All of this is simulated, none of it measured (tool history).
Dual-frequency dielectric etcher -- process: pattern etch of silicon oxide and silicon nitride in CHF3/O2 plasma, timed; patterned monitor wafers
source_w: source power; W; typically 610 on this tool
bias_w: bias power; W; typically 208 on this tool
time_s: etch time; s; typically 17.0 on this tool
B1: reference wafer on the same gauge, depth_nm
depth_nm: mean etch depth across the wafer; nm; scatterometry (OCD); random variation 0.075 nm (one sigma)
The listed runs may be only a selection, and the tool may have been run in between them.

Run 1, hour 0.0: usual settings; B1 27.30. Result: depth_nm 28.45 nm.
At hour 32.0: gauge calibrated.
Run 2, hour 62.7: usual settings; B1 27.29. Result: depth_nm 28.63 nm.
Run 3, hour 143.7: usual settings; B1 27.30. Result: depth_nm 28.70 nm.
Run 4, hour 193.3: usual settings but bias_w 174 W; B1 27.31. Result: depth_nm 26.09 nm.
Run 5, hour 254.9: usual settings but bias_w 174 W; B1 27.32. Result: depth_nm 26.14 nm.
Run 6, hour 329.5: usual settings but bias_w 173 W; B1 27.30. Result: depth_nm 26.21 nm.
Run 7, hour 404.1: usual settings but bias_w 173 W; B1 27.30. Result: depth_nm 26.17 nm.
Run 8, hour 467.2: usual settings but bias_w 173 W; B1 27.29. Result: depth_nm 26.37 nm.
At hour 536.6: wet clean of the chamber.
At hour 731.3: source power generator calibrated.
Run 9, hour 737.0: usual settings; B1 27.31. Result: depth_nm 28.80 nm.
Run 10, hour 801.4: usual settings; B1 27.31. Result: depth_nm 28.79 nm.
Run 11, hour 901.9: usual settings; B1 27.31. Result: depth_nm 29.01 nm.
At hour 994.6: wet clean of the chamber.
Run 12, hour 995.1: usual settings; B1 27.30. Result: depth_nm 28.35 nm.
Run 13, hour 1029.8: usual settings but bias_w 196 W; B1 27.32. Result: depth_nm 27.66 nm.
Run 14, hour 1070.1: usual settings but bias_w 196 W; B1 27.29. Result: depth_nm 27.75 nm.
Run 15, hour 1170.6: usual settings but source_w 730 W, time_s 14.5 s; B1 27.29. Result: depth_nm 26.24 nm.
Run 16, hour 1264.8: usual settings; B1 27.29. Result: depth_nm 28.99 nm.
Run 17, hour 1365.2: usual settings but bias_w 242 W, time_s 14.5 s; B1 27.29. Result: depth_nm 26.87 nm.
At hour 1395.6: bias power generator calibrated.
At hour 1442.9: gauge calibrated.
Run 18, hour 1458.6: usual settings but bias_w 178 W, time_s 18.5 s; B1 27.28. Result: depth_nm 28.20 nm.
At hour 1483.4: wet clean of the chamber.
At hour 1498.4: upper electrode replaced.
Run 19, hour 1498.9: usual settings but time_s 14.5 s; B1 27.31. Result: depth_nm 23.41 nm.
Run 20, hour 1557.6: usual settings; B1 27.30. Result: depth_nm 27.69 nm.
Run 21, hour 1664.4: usual settings but bias_w 178 W; B1 27.30. Result: depth_nm 25.51 nm.
Run 22, hour 1726.0: usual settings but time_s 14.0 s; B1 27.29. Result: depth_nm 23.02 nm.
Run 23, hour 1813.8: usual settings; B1 27.31. Result: depth_nm 28.12 nm.
Run 24, hour 1864.5: usual settings but source_w 500 W, bias_w 165 W, time_s 22.0 s; B1 27.29. Result: depth_nm 29.84 nm.
Run 25, hour 1972.2: usual settings; B1 27.30. Result: depth_nm 28.56 nm.
At hour 2017.5: wet clean of the chamber.
Run 26, hour 2077.5: usual settings; B1 27.31. Result: depth_nm 27.89 nm.
Run 27, hour 2124.6: usual settings but bias_w 186 W; B1 27.30. Result: depth_nm 26.53 nm.
Run 28, hour 2181.3: usual settings but bias_w 191 W, time_s 13.0 s; B1 27.31. Result: depth_nm 20.53 nm.

What was the tool's hidden state at every run in the log?
source power that arrives over what is set, %: 0 at every run
gauge reads high (%): 0 at every run
H1: etch rate over this chamber's usual, %
H2: bias power that arrives over what is set, %
run      H1       H2
  1   0.322     4.37
  2   0.656      4.4
  3    1.09     4.43
  4    1.35     4.45
  5    1.68     4.47
  6    2.08      4.5
  7    2.48     4.52
  8    2.81     4.54
  9     1.2     4.62
 10    1.54     4.63
 11    2.08     4.66
 12   0.337     4.68
 13   0.522     4.68
 14   0.737     4.69
 15    1.27     4.71
 16    1.78     4.73
 17    2.31     4.75
 18    2.81    -1.31
 19  0.0374    -1.17
 20   0.351   -0.966
 21    0.92   -0.622
 22    1.25   -0.435
 23    1.72   -0.183
 24    1.99  -0.0441
 25    2.56    0.234
 26   0.521    0.487
 27   0.772    0.594
 28    1.07    0.718

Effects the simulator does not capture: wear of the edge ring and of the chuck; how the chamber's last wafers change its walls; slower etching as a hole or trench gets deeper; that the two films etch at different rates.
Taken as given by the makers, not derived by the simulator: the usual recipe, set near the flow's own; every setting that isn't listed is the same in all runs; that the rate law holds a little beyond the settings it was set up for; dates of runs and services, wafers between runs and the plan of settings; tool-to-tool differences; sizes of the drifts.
